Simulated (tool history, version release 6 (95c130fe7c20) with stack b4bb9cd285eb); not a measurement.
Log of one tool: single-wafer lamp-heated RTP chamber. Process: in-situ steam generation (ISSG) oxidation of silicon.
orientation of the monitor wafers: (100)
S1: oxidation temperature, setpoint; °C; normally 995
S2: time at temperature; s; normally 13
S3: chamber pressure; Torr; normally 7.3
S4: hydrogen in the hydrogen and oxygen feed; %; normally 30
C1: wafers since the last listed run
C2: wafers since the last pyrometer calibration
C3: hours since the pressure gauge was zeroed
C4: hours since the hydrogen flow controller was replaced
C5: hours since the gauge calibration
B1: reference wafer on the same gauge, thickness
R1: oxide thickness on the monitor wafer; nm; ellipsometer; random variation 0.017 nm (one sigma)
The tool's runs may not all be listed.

| run | hour | S1 | S2 | S3 | S4 | C1 | C2 | C3 | C4 | C5 | B1 | R1 |
|---|---|---|---|---|---|---|---|---|---|---|---|---|
| 1 | 0.0 | 995 | 13 | 7.3 | 30 | 0 | 2643 | 2561.8 | 2127.2 | 314.3 | 5.134 | 4.649 |
| 2 | 13.8 | 995 | 13 | 7.3 | 30 | 126 | 2769 | 2575.6 | 2141.0 | 328.1 | 5.133 | 4.665 |
|  | 29.7 | pyrometer window cleaned and pyrometer calibrated |
| 3 | 30.2 | 995 | 13 | 7.3 | 30 | 77 | 4 | 2592.0 | 2157.4 | 344.5 | 5.129 | 4.564 |
| 4 | 59.6 | 995 | 13 | 7.3 | 30 | 269 | 273 | 2621.4 | 2186.8 | 373.9 | 5.125 | 4.570 |
| 5 | 75.5 | 995 | 12 | 7.3 | 32 | 145 | 419 | 2637.3 | 2202.7 | 389.8 | 5.129 | 4.510 |
| 6 | 87.6 | 995 | 16 | 7.3 | 30 | 110 | 530 | 2649.4 | 2214.8 | 401.9 | 5.131 | 4.990 |
| 7 | 113.9 | 995 | 13 | 7.3 | 32 | 241 | 771 | 2675.7 | 2241.1 | 428.2 | 5.132 | 4.676 |
| 8 | 131.6 | 995 | 13 | 7.3 | 32 | 162 | 934 | 2693.4 | 2258.8 | 445.9 | 5.132 | 4.684 |
| 9 | 144.4 | 995 | 13 | 7.3 | 30 | 117 | 1051 | 2706.2 | 2271.6 | 458.7 | 5.131 | 4.598 |
| 10 | 159.7 | 995 | 13 | 7.3 | 30 | 140 | 1191 | 2721.5 | 2286.9 | 474.0 | 5.133 | 4.581 |
| 11 | 179.8 | 995 | 13 | 7.3 | 30 | 184 | 1376 | 2741.6 | 2307.0 | 494.1 | 5.132 | 4.592 |
| 12 | 197.9 | 1008 | 18 | 8.2 | 32 | 165 | 1541 | 2759.7 | 2325.1 | 512.2 | 5.132 | 5.652 |
| 13 | 218.1 | 995 | 10 | 6.9 | 30 | 185 | 1727 | 2779.9 | 2345.3 | 532.4 | 5.132 | 4.106 |
|  | 231.4 | gauge calibrated |
|  | 293.3 | pyrometer window cleaned and pyrometer calibrated |
|  | 307.4 | pressure gauge zeroed |
| 14 | 322.1 | 995 | 13 | 7.7 | 32 | 806 | 190 | 14.7 | 2449.3 | 90.7 | 5.125 | 4.641 |
|  | 354.6 | hydrogen flow controller replaced |
| 15 | 356.7 | 995 | 8 | 8.7 | 32 | 243 | 434 | 49.3 | 2.1 | 125.3 | 5.133 | 3.807 |
| 16 | 383.2 | 1002 | 13 | 7.7 | 32 | 242 | 677 | 75.8 | 28.6 | 151.8 | 5.134 | 4.752 |
| 17 | 407.5 | 995 | 9 | 7.3 | 30 | 222 | 900 | 100.1 | 52.9 | 176.1 | 5.134 | 3.948 |
| 18 | 466.4 | 995 | 13 | 7.3 | 30 | 540 | 1440 | 159.0 | 111.8 | 235.0 | 5.129 | 4.576 |
| 19 | 493.2 | 989 | 17 | 7.3 | 30 | 245 | 1685 | 185.8 | 138.6 | 261.8 | 5.121 | 5.032 |
| 20 | 519.0 | 1000 | 13 | 6.9 | 30 | 236 | 1922 | 211.6 | 164.4 | 287.6 | 5.129 | 4.673 |

How would selected steps in R1 from run to run divide? Give the signed amount a tool lacking its hidden state would still show from settings, what came in and random variation, and the signed amount left for the hidden state, including any gauge scatter that is not in both of the compared results.
Hidden state at play: true wafer temperature minus pyrometer reading, K; true pressure minus gauge reading, Torr; deviation of the hydrogen flow from its setpoint, %; gauge reads high (%).
Run 2 -> 3: pyrometer window cleaned and pyrometer calibrated. R1 -0.101 nm: hidden state -0.084, all else -0.017.
Run 11 -> 12: S1 995 -> 1008, S2 13 -> 18, S3 7.3 -> 8.2, S4 30 -> 32. R1 +1.060 nm: hidden state +0.020, all else +1.040.
Run 12 -> 13: S1 1008 -> 995, S2 18 -> 10, S3 8.2 -> 6.9, S4 32 -> 30. R1 -1.546 nm: hidden state -0.016, all else -1.530.
Run 13 -> 14: S2 10 -> 13, S3 6.9 -> 7.7, S4 30 -> 32, gauge calibrated, pyrometer window cleaned and pyrometer calibrated, pressure gauge zeroed. R1 +0.535 nm: hidden state -0.027, all else +0.562.

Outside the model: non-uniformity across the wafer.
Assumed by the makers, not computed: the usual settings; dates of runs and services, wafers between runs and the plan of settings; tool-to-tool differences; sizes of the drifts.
